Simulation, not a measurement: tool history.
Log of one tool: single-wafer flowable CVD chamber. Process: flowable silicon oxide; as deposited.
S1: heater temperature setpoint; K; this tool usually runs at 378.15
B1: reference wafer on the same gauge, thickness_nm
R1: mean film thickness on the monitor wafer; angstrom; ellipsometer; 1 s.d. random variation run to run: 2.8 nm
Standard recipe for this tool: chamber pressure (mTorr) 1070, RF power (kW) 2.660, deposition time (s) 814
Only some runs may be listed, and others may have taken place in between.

Run 1, day 0.000: usual settings; B1 699.454. Result: R1 6230.05 angstrom.
Run 2, day 2.875: usual settings; B1 698.997. Result: R1 6302.58 angstrom.
Run 3, day 4.458: usual settings but S1 371.15 K, RF power (kW) 2.280; B1 698.793. Result: R1 8045.54 angstrom.
Run 4, day 10.483: usual settings but chamber pressure (mTorr) 1160, deposition time (s) 718; B1 699.585. Result: R1 5988.32 angstrom.
Run 5, day 12.129: usual settings but chamber pressure (mTorr) 1160, deposition time (s) 718; B1 699.624. Result: R1 6011.24 angstrom.
Run 6, day 14.962: usual settings; B1 699.565. Result: R1 6378.76 angstrom.
Run 7, day 17.558: usual settings; B1 700.409. Result: R1 6358.28 angstrom.
Run 8, day 19.212: usual settings; B1 700.854. Result: R1 6349.76 angstrom.
Run 9, day 20.950: usual settings but deposition time (s) 694; B1 697.742. Result: R1 5418.99 angstrom.
At day 24.712: thermocouple changed; heater temperature recalibrated.
Run 10, day 25.288: usual settings but S1 374.15 K; B1 699.578. Result: R1 7111.19 angstrom.
Run 11, day 27.096: usual settings but S1 374.15 K; B1 698.126. Result: R1 7127.15 angstrom.
Run 12, day 28.950: usual settings but chamber pressure (mTorr) 1220, deposition time (s) 922; B1 697.889. Result: R1 7831.20 angstrom.
Run 13, day 32.271: usual settings but chamber pressure (mTorr) 1220, deposition time (s) 922; B1 699.130. Result: R1 7815.70 angstrom.
Run 14, day 34.546: usual settings but chamber pressure (mTorr) 1220, deposition time (s) 922; B1 699.726. Result: R1 7858.90 angstrom.
At day 36.875: RF generator calibrated.
Run 15, day 37.162: usual settings but chamber pressure (mTorr) 930, RF power (kW) 2.315, deposition time (s) 871; B1 700.709. Result: R1 5637.15 angstrom.
At day 37.575: capacitance manometer re-zeroed and calibrated.
Run 16, day 40.142: usual settings but chamber pressure (mTorr) 830, deposition time (s) 700; B1 698.466. Result: R1 4106.66 angstrom.
Run 17, day 42.392: usual settings but chamber pressure (mTorr) 990; B1 699.390. Result: R1 5682.48 angstrom.
Run 18, day 45.154: usual settings but S1 392.15 K, chamber pressure (mTorr) 1310; B1 700.914. Result: R1 4554.23 angstrom.
At day 46.900: showerhead replaced.
Run 19, day 47.650: usual settings but chamber pressure (mTorr) 1210, RF power (kW) 2.335, deposition time (s) 740; B1 699.463. Result: R1 6271.42 angstrom.
Run 20, day 51.008: usual settings but S1 367.15 K; B1 700.234. Result: R1 9391.48 angstrom.
At day 53.121: gauge calibrated.
Run 21, day 54.483: usual settings but S1 370.15 K, chamber pressure (mTorr) 1170; B1 698.016. Result: R1 9180.60 angstrom.
Run 22, day 57.433: usual settings but chamber pressure (mTorr) 1300, deposition time (s) 895; B1 699.586. Result: R1 8284.71 angstrom.
Run 23, day 61.742: usual settings but chamber pressure (mTorr) 850; B1 700.403. Result: R1 4937.85 angstrom.
Run 24, day 63.529: usual settings but chamber pressure (mTorr) 940, RF power (kW) 2.360, deposition time (s) 698; B1 698.994. Result: R1 4629.90 angstrom.
Run 25, day 65.412: usual settings; B1 701.263. Result: R1 6239.54 angstrom.
Run 26, day 68.375: usual settings; B1 698.536. Result: R1 6262.77 angstrom.
Run 27, day 77.025: usual settings; B1 699.070. Result: R1 6263.74 angstrom.
Run 28, day 79.992: usual settings but S1 369.15 K, chamber pressure (mTorr) 1300, RF power (kW) 2.390, deposition time (s) 698; B1 699.269. Result: R1 9023.27 angstrom.
Run 29, day 81.729: usual settings but S1 372.15 K, chamber pressure (mTorr) 850, deposition time (s) 659; B1 698.295. Result: R1 5040.15 angstrom.

Predict each of these 3 candidate next runs independently; none follows another, all start after run 29:
Run A, day 81.754: usual settings but RF power (kW) 2.915; B1 ?. Result: R1 ?.
Run B, day 81.754: usual settings but S1 364.15 K, RF power (kW) 2.900; B1 ?. Result: R1 ?.
Run C, day 81.754: usual settings but S1 384.15 K, chamber pressure (mTorr) 1260, deposition time (s) 955; B1 ?. Result: R1 ?.

run       B1        R1
  A  699.024   6391.34
  B  699.024  10793.37
  C  699.024   6953.10
Without the tool's hidden state the same runs would have given:
run        R1
  A   6186.82
  B  10489.40
  C   6743.62

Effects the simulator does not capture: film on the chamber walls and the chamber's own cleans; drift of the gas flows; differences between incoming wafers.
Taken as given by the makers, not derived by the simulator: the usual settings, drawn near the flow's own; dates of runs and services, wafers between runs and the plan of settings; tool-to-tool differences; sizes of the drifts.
